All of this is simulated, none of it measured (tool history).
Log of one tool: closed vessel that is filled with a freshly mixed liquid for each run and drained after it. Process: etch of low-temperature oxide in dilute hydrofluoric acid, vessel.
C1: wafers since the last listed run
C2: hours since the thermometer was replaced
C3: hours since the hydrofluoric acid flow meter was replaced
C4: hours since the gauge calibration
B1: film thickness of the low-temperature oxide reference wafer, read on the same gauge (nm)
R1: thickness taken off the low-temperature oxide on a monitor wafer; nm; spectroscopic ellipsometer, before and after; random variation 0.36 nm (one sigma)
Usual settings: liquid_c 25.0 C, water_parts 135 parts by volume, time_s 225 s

Run 1, hour 0.0: usual settings but liquid_c 23.5 C, water_parts 160 parts by volume; C1 0; C2 1214.8; C3 1195.1; C4 1365.6; B1 30.00. Result: R1 32.04 nm.
At hour 13.2: gauge calibrated.
Run 2, hour 89.9: usual settings but liquid_c 23.5 C, water_parts 160 parts by volume; C1 9676; C2 1304.7; C3 1285.0; C4 76.7; B1 29.96. Result: R1 32.59 nm.
Run 3, hour 177.6: usual settings; C1 9439; C2 1392.4; C3 1372.7; C4 164.4; B1 29.97. Result: R1 41.85 nm.
Run 4, hour 238.6: usual settings; C1 6565; C2 1453.4; C3 1433.7; C4 225.4; B1 29.99. Result: R1 42.06 nm.
Run 5, hour 303.3: usual settings; C1 6964; C2 1518.1; C3 1498.4; C4 290.1; B1 30.00. Result: R1 41.09 nm.
Run 6, hour 375.4: usual settings; C1 7760; C2 1590.2; C3 1570.5; C4 362.2; B1 29.99. Result: R1 41.75 nm.
Run 7, hour 424.6: usual settings; C1 5295; C2 1639.4; C3 1619.7; C4 411.4; B1 29.95. Result: R1 41.17 nm.
Run 8, hour 462.1: usual settings but water_parts 175 parts by volume; C1 4036; C2 1676.9; C3 1657.2; C4 448.9; B1 30.03. Result: R1 31.12 nm.
Run 9, hour 531.8: usual settings but water_parts 170 parts by volume; C1 7502; C2 1746.6; C3 1726.9; C4 518.6; B1 30.02. Result: R1 32.36 nm.
At hour 605.3: hydrofluoric acid flow meter replaced.
Run 10, hour 632.4: usual settings; C1 10720; C2 1847.2; C3 27.1; C4 619.2; B1 30.02. Result: R1 37.66 nm.
At hour 681.5: thermometer replaced.
Run 11, hour 718.0: usual settings; C1 9106; C2 36.5; C3 112.7; C4 704.8; B1 30.00. Result: R1 41.46 nm.
Run 12, hour 794.7: usual settings; C1 8255; C2 113.2; C3 189.4; C4 781.5; B1 30.04. Result: R1 42.00 nm.
Run 13, hour 876.4: usual settings but time_s 125 s; C1 8793; C2 194.9; C3 271.1; C4 863.2; B1 30.00. Result: R1 23.49 nm.
Run 14, hour 935.5: usual settings; C1 6361; C2 254.0; C3 330.2; C4 922.3; B1 29.99. Result: R1 42.67 nm.
Run 15, hour 997.7: usual settings but time_s 310 s; C1 6695; C2 316.2; C3 392.4; C4 984.5; B1 29.99. Result: R1 57.70 nm.
Run 16, hour 1064.7: usual settings but liquid_c 29.5 C, water_parts 80 parts by volume; C1 7211; C2 383.2; C3 459.4; C4 1051.5; B1 30.02. Result: R1 91.96 nm.
Run 17, hour 1168.6: usual settings but liquid_c 21.0 C, water_parts 155 parts by volume; C1 11183; C2 487.1; C3 563.3; C4 1155.4; B1 30.00. Result: R1 31.00 nm.
Run 18, hour 1225.7: usual settings; C1 6146; C2 544.2; C3 620.4; C4 1212.5; B1 29.96. Result: R1 42.57 nm.
At hour 1309.4: gauge calibrated.
Run 19, hour 1332.9: usual settings; C1 11538; C2 651.4; C3 727.6; C4 23.5; B1 29.99. Result: R1 42.89 nm.
Run 20, hour 1569.6: usual settings; C1 25477; C2 888.1; C3 964.3; C4 260.2; B1 30.01. Result: R1 42.70 nm.
Run 21, hour 1669.0: usual settings but water_parts 80 parts by volume, time_s 160 s; C1 10699; C2 987.5; C3 1063.7; C4 359.6; B1 30.00. Result: R1 54.29 nm.
Run 22, hour 1747.4: usual settings but liquid_c 28.5 C, time_s 360 s; C1 8438; C2 1065.9; C3 1142.1; C4 438.0; B1 30.04. Result: R1 77.97 nm.
Run 23, hour 1790.9: usual settings but liquid_c 20.0 C, water_parts 190 parts by volume, time_s 105 s; C1 4682; C2 1109.4; C3 1185.6; C4 481.5; B1 30.01. Result: R1 10.98 nm.
Run 24, hour 1879.2: usual settings but liquid_c 27.5 C; C1 9504; C2 1197.7; C3 1273.9; C4 569.8; B1 30.00. Result: R1 46.50 nm.
Run 25, hour 1946.9: usual settings but liquid_c 30.0 C, water_parts 80 parts by volume, time_s 295 s; C1 7287; C2 1265.4; C3 1341.6; C4 637.5; B1 30.04. Result: R1 123.14 nm.

3 ways to go on from here, each from the tool as it stands after run 25. What would each give?
Run A, hour 1947.6: usual settings but time_s 150 s; C1 75; C2 1266.1; C3 1342.3; C4 638.2; B1 ?. Result: R1 ?.
Run B, hour 1947.6: usual settings but liquid_c 21.0 C, water_parts 170 parts by volume; C1 75; C2 1266.1; C3 1342.3; C4 638.2; B1 ?. Result: R1 ?.
Run C, hour 1947.6: usual settings but liquid_c 28.0 C, time_s 110 s; C1 75; C2 1266.1; C3 1342.3; C4 638.2; B1 ?. Result: R1 ?.

run     B1     R1
  A  30.03  28.21
  B  30.03  27.70
  C  30.03  23.24
Without the tool's hidden state the same runs would have given:
run     R1
  A  27.51
  B  27.01
  C  22.59

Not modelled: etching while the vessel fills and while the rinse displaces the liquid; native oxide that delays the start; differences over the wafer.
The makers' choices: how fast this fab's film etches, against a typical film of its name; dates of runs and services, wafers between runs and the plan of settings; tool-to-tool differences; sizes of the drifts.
